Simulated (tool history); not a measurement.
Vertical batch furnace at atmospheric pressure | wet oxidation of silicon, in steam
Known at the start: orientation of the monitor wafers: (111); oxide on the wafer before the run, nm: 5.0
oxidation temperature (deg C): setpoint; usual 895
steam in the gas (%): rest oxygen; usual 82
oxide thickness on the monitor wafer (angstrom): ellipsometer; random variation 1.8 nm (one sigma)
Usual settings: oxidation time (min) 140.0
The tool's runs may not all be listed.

run	hour	oxidation temperature (deg C)	oxidation time (min)	steam in the gas (%)	wafers since the last listed run	hours since the last temperature calibration	hours since the steam generator was serviced	hours since the gauge calibration	read-back reference wafer on the same gauge, thickness	oxide thickness on the monitor wafer (angstrom)
1	0.0	895	140.0	78	0	3982.5	3856.4	174.9	329.21	3720.7
2	83.9	895	140.0	82	536	4066.4	3940.3	258.8	330.00	3844.6
3	115.0	895	140.0	82	198	4097.5	3971.4	289.9	330.33	3875.1
4	140.5	895	140.0	82	163	4123.0	3996.9	315.4	330.98	3885.0
# hour 239.0: steam generator serviced
5	239.5	895	140.0	82	479	4222.0	0.5	414.4	331.88	3864.7
6	246.4	909	140.0	82	44	4228.9	7.4	421.3	331.94	4460.0
7	253.4	895	120.5	82	44	4235.9	14.4	428.3	332.27	3493.6
# hour 294.5: thermocouples replaced and temperature profile calibrated
8	295.0	904	140.0	77	112	0.5	56.0	469.9	332.93	4053.4
9	302.0	902	198.5	82	44	7.5	63.0	476.9	332.75	5384.2
# hour 305.3: gauge calibrated
10	321.5	907	119.5	82	124	27.0	82.5	16.2	325.59	3787.2
11	337.5	895	86.0	88	102	43.0	98.5	32.2	325.89	2781.9
12	361.6	910	177.0	74	154	67.1	122.6	56.3	325.88	4798.0
13	390.8	908	120.5	82	186	96.3	151.8	85.5	326.41	3910.9

Run 14 comes next. What will it give?
14	404.3	895	140.0	82	86	109.8	165.3	99.0	?	?

read-back reference wafer on the same gauge, thickness: 326.96
oxide thickness on the monitor wafer (angstrom): 3836.9
Without the tool's hidden state the same run would have given oxide thickness on the monitor wafer (angstrom) 3827.5.
